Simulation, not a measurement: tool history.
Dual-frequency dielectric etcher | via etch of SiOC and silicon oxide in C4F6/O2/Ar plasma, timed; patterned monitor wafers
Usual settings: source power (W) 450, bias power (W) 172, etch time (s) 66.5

| run | hour | source power (W) | bias power (W) | etch time (s) | read-back reference wafer on the same gauge, depth_nm | mean etch depth across the wafer (angstrom) |
|---|---|---|---|---|---|---|
| 1 | 0 | 450 | 159 | 78 | 81.7 | 832 |
| 2 | 17.3 | 450 | 172 | 55.5 | 81.8 | 623 |
| 3 | 45.6 | 450 | 172 | 55.5 | 81.6 | 612 |
| 4 | 71 | 450 | 172 | 66.5 | 81.7 | 741 |
| 5 | 104.9 | 450 | 172 | 66.5 | 81.6 | 726 |
| 6 | 159.4 | 450 | 172 | 66.5 | 81.6 | 774 |
| 7 | 159.7 | 450 | 172 | 66.5 | 81.8 | 786 |
| 8 | 203.3 | 410 | 172 | 73.5 | 81.7 | 828 |
| 9 | 215.5 | 450 | 200 | 60 | 81.7 | 756 |
| 10 | 239.9 | 490 | 172 | 50.5 | 81.9 | 599 |
| 11 | 268.2 | 450 | 172 | 49.5 | 81.5 | 572 |
| 12 | 284.6 | 450 | 172 | 66.5 | 81.6 | 771 |
| 13 | 310.3 | 520 | 213 | 58.5 | 81.6 | 781 |
| 14 | 338 | 450 | 157 | 66.5 | 81.7 | 728 |

Not shown: 5 entries that the log had between the listed runs. Between which runs, and how does the tool's hidden state differ before and after?
Between runs 5 and 6: upper electrode replaced (hour 138); wet clean of the chamber (hour 158.9)
  etch rate over this chamber's usual, %: -5.03 -> 0.728
  measured less the result without the state, mean etch depth across the wafer (angstrom): -38 -> +6
Between runs 7 and 8: source power generator calibrated (hour 194.1); gauge calibrated (hour 200.2)
  etch rate over this chamber's usual, %: 0.725 -> 0.258
  measured less the result without the state, mean etch depth across the wafer (angstrom): +5 -> +2
Between runs 10 and 11: bias power generator calibrated (hour 254.6)
  etch rate over this chamber's usual, %: -0.134 -> -0.437
  measured less the result without the state, mean etch depth across the wafer (angstrom): -1 -> -2
